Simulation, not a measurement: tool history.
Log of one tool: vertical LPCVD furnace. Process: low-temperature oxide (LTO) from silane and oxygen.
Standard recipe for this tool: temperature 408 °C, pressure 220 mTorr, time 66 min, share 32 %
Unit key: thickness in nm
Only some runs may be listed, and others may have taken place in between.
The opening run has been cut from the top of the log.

run	day	temperature	pressure	time	share	read-back reference wafer on the same gauge, thickness	thickness
2	3.104	408	220	66	32	340.1	450.54
3	7.196	408	220	66	32	339.58	449.24
4	9.562	408	220	66	32	339.6	450.12
5	13.967	408	220	66	32	340.13	449.65
6	16.617	408	220	66	32	339.86	451.53
# day 19.058: pressure gauge zeroed, repeated, since the last time left the tool worse
7	19.079	408	220	66	32	339.9	427.84
8	21.108	408	220	66	32	340.1	427.02
9	23.971	408	220	66	32	340.51	421.59
10	27.442	408	220	66	32	339.86	423.18
# day 28.325: gauge calibrated
11	31.138	408	195	41.5	32	340.04	238.64
12	38.229	398	200	45.5	28	340.02	195.06
13	39.962	408	260	43	26	339.74	240.06
14	42.483	408	200	42	36	340.36	288.02
15	44.875	408	235	66	32	339.8	453.26
16	47.838	418	220	66	34	340.01	512.62
17	50.179	408	220	66	32	339.82	428.9
18	54.288	415	185	90	30	340.06	482.25

The next listed run, before its measurement:
19	56.475	414	165	45	30	?	?

read-back reference wafer on the same gauge, thickness: 340.22
thickness: 213.97 nm
Without the tool's hidden state the same run would have given thickness 212.69 nm.
